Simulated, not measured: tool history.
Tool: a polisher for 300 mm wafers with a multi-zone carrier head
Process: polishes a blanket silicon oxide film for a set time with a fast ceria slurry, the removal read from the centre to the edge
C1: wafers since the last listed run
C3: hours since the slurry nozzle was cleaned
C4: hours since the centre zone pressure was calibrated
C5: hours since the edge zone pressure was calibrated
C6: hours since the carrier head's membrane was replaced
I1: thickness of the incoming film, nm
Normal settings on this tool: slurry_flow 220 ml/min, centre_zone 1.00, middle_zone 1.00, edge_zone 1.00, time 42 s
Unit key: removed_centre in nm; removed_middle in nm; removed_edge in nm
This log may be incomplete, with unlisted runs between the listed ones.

run 1 hour=0.0 | slurry_flow=220 centre_zone=1.00 middle_zone=1.00 edge_zone=1.07 time=35 | C1=0 wafers_polished_on_this_pad=1746 C3=463.9 C4=1352.3 C5=401.7 C6=961.9 | I1=1979.2 | removed_centre=459.0 removed_middle=466.4 removed_edge=474.9
run 2 hour=12.5 | slurry_flow=220 centre_zone=1.00 middle_zone=1.00 edge_zone=1.07 time=35 | C1=148 wafers_polished_on_this_pad=1895 C3=476.4 C4=1364.8 C5=414.2 C6=974.4 | I1=1993.1 | removed_centre=461.2 removed_middle=472.9 removed_edge=481.4
-- hour=48.7 worn pad replaced by a new one, of another model than before
run 3 hour=52.9 | slurry_flow=220 centre_zone=1.00 middle_zone=1.00 edge_zone=1.00 time=42 | C1=432 wafers_polished_on_this_pad=50 C3=516.8 C4=1405.2 C5=454.6 C6=1014.8 | I1=1963.7 | removed_centre=504.0 removed_middle=506.8 removed_edge=520.2
run 4 hour=72.9 | slurry_flow=220 centre_zone=1.00 middle_zone=1.00 edge_zone=1.00 time=42 | C1=237 wafers_polished_on_this_pad=287 C3=536.8 C4=1425.2 C5=474.6 C6=1034.8 | I1=1952.0 | removed_centre=505.2 removed_middle=519.5 removed_edge=520.9
-- hour=108.8 slurry nozzle cleaned
-- hour=116.6 edge zone pressure recalibrated
run 5 hour=160.7 | slurry_flow=220 centre_zone=1.04 middle_zone=1.05 edge_zone=1.00 time=57 | C1=1006 wafers_polished_on_this_pad=1294 C3=51.9 C4=1513.0 C5=44.1 C6=1122.6 | I1=1956.5 | removed_centre=799.4 removed_middle=788.7 removed_edge=771.2
run 6 hour=178.9 | slurry_flow=220 centre_zone=0.89 middle_zone=1.00 edge_zone=1.00 time=42 | C1=216 wafers_polished_on_this_pad=1510 C3=70.1 C4=1531.2 C5=62.3 C6=1140.8 | I1=1972.6 | removed_centre=502.7 removed_middle=574.6 removed_edge=561.5
run 7 hour=199.5 | slurry_flow=220 centre_zone=1.00 middle_zone=1.00 edge_zone=1.04 time=42 | C1=244 wafers_polished_on_this_pad=1755 C3=90.7 C4=1551.8 C5=82.9 C6=1161.4 | I1=1973.8 | removed_centre=560.3 removed_middle=576.3 removed_edge=562.7
-- hour=226.7 worn pad replaced by a new one
-- hour=269.9 carrier head's membrane replaced by a new one
run 8 hour=270.4 | slurry_flow=220 centre_zone=1.00 middle_zone=1.00 edge_zone=1.00 time=42 | C1=734 wafers_polished_on_this_pad=459 C3=161.6 C4=1622.7 C5=153.8 C6=0.5 | I1=1951.2 | removed_centre=545.2 removed_middle=553.2 removed_edge=541.8
-- hour=299.0 centre zone pressure recalibrated
run 9 hour=299.5 | slurry_flow=150 centre_zone=1.00 middle_zone=1.00 edge_zone=1.04 time=54 | C1=321 wafers_polished_on_this_pad=781 C3=190.7 C4=0.5 C5=182.9 C6=29.6 | I1=1952.1 | removed_centre=474.6 removed_middle=520.1 removed_edge=576.5
run 10 hour=327.1 | slurry_flow=220 centre_zone=0.92 middle_zone=1.11 edge_zone=1.00 time=42 | C1=327 wafers_polished_on_this_pad=1108 C3=218.3 C4=28.1 C5=210.5 C6=57.2 | I1=1982.5 | removed_centre=492.2 removed_middle=588.9 removed_edge=542.5
run 11 hour=346.1 | slurry_flow=220 centre_zone=1.00 middle_zone=1.00 edge_zone=1.12 time=42 | C1=225 wafers_polished_on_this_pad=1334 C3=237.3 C4=47.1 C5=229.5 C6=76.2 | I1=1965.0 | removed_centre=537.2 removed_middle=545.8 removed_edge=551.5
run 12 hour=376.0 | slurry_flow=220 centre_zone=1.00 middle_zone=1.00 edge_zone=1.00 time=42 | C1=355 wafers_polished_on_this_pad=1689 C3=267.2 C4=77.0 C5=259.4 C6=106.1 | I1=2008.4 | removed_centre=525.8 removed_middle=543.6 removed_edge=530.8
run 13 hour=395.3 | slurry_flow=265 centre_zone=1.00 middle_zone=1.00 edge_zone=0.88 time=32 | C1=229 wafers_polished_on_this_pad=1918 C3=286.5 C4=96.3 C5=278.7 C6=125.4 | I1=1972.1 | removed_centre=434.2 removed_middle=438.6 removed_edge=402.3
-- hour=427.7 worn pad replaced by a new one
run 14 hour=428.2 | slurry_flow=220 centre_zone=0.95 middle_zone=1.00 edge_zone=1.00 time=42 | C1=343 wafers_polished_on_this_pad=6 C3=319.4 C4=129.2 C5=311.6 C6=158.3 | I1=2014.3 | removed_centre=495.4 removed_middle=536.1 removed_edge=527.5
run 15 hour=448.0 | slurry_flow=160 centre_zone=1.04 middle_zone=0.89 edge_zone=1.00 time=57 | C1=235 wafers_polished_on_this_pad=241 C3=339.2 C4=149.0 C5=331.4 C6=178.1 | I1=2000.3 | removed_centre=541.0 removed_middle=514.9 removed_edge=593.0
run 16 hour=462.3 | slurry_flow=220 centre_zone=0.94 middle_zone=0.94 edge_zone=1.03 time=37 | C1=169 wafers_polished_on_this_pad=411 C3=353.5 C4=163.3 C5=345.7 C6=192.4 | I1=2012.2 | removed_centre=431.9 removed_middle=449.2 removed_edge=468.0
run 17 hour=515.0 | slurry_flow=220 centre_zone=1.12 middle_zone=1.00 edge_zone=0.93 time=47 | C1=625 wafers_polished_on_this_pad=1037 C3=406.2 C4=216.0 C5=398.4 C6=245.1 | I1=1952.6 | removed_centre=638.5 removed_middle=585.7 removed_edge=572.2
run 18 hour=546.5 | slurry_flow=255 centre_zone=1.11 middle_zone=1.05 edge_zone=1.00 time=51 | C1=374 wafers_polished_on_this_pad=1411 C3=437.7 C4=247.5 C5=429.9 C6=276.6 | I1=1992.2 | removed_centre=728.6 removed_middle=709.8 removed_edge=662.0
-- hour=555.6 slurry nozzle cleaned
run 19 hour=573.3 | slurry_flow=220 centre_zone=1.00 middle_zone=1.00 edge_zone=1.00 time=42 | C1=306 wafers_polished_on_this_pad=1717 C3=17.7 C4=274.3 C5=456.7 C6=303.4 | I1=1987.8 | removed_centre=578.7 removed_middle=585.6 removed_edge=562.1
run 20 hour=602.3 | slurry_flow=220 centre_zone=1.00 middle_zone=1.05 edge_zone=1.00 time=51 | C1=344 wafers_polished_on_this_pad=2061 C3=46.7 C4=303.3 C5=485.7 C6=332.4 | I1=1974.0 | removed_centre=688.2 removed_middle=728.7 removed_edge=661.6
-- hour=615.8 edge zone pressure recalibrated
run 21 hour=627.3 | slurry_flow=220 centre_zone=1.00 middle_zone=1.00 edge_zone=1.00 time=42 | C1=273 wafers_polished_on_this_pad=2334 C3=71.7 C4=328.3 C5=11.5 C6=357.4 | I1=1977.3 | removed_centre=565.3 removed_middle=557.1 removed_edge=562.6

5 options for the next run, each taken on its own from the tool as it stands now. Forecast them:
run A hour=627.7 | slurry_flow=220 centre_zone=1.00 middle_zone=1.09 edge_zone=1.00 time=42 | C1=4 wafers_polished_on_this_pad=2339 C3=72.1 C4=328.7 C5=11.9 C6=357.8 | I1=1968.5 | removed_centre=? removed_middle=? removed_edge=?
run B hour=627.7 | slurry_flow=155 centre_zone=1.00 middle_zone=1.00 edge_zone=1.12 time=42 | C1=4 wafers_polished_on_this_pad=2339 C3=72.1 C4=328.7 C5=11.9 C6=357.8 | I1=1968.5 | removed_centre=? removed_middle=? removed_edge=?
run C hour=627.7 | slurry_flow=220 centre_zone=1.00 middle_zone=1.08 edge_zone=1.04 time=42 | C1=4 wafers_polished_on_this_pad=2339 C3=72.1 C4=328.7 C5=11.9 C6=357.8 | I1=1968.5 | removed_centre=? removed_middle=? removed_edge=?
run D hour=627.7 | slurry_flow=290 centre_zone=1.05 middle_zone=0.89 edge_zone=1.08 time=42 | C1=4 wafers_polished_on_this_pad=2339 C3=72.1 C4=328.7 C5=11.9 C6=357.8 | I1=1968.5 | removed_centre=? removed_middle=? removed_edge=?
run E hour=627.7 | slurry_flow=220 centre_zone=1.00 middle_zone=1.00 edge_zone=1.00 time=54 | C1=4 wafers_polished_on_this_pad=2339 C3=72.1 C4=328.7 C5=11.9 C6=357.8 | I1=1968.5 | removed_centre=? removed_middle=? removed_edge=?

run=A removed_centre=571.1 removed_middle=589.5 removed_edge=565.6
run=B removed_centre=444.5 removed_middle=446.6 removed_edge=515.8
run=C removed_centre=571.1 removed_middle=585.7 removed_edge=576.6
run=D removed_centre=642.1 removed_middle=545.8 removed_edge=616.8
run=E removed_centre=733.9 removed_middle=713.8 removed_edge=727.9
Without the tool's unlogged condition, the same runs would have read:
run=A removed_centre=589.6 removed_middle=606.5 removed_edge=577.7
run=B removed_centre=479.7 removed_middle=476.7 removed_edge=538.2
run=C removed_centre=589.6 removed_middle=602.5 removed_edge=588.9
run=D removed_centre=654.8 removed_middle=555.5 removed_edge=625.3
run=E removed_centre=757.7 removed_middle=734.4 removed_edge=743.5
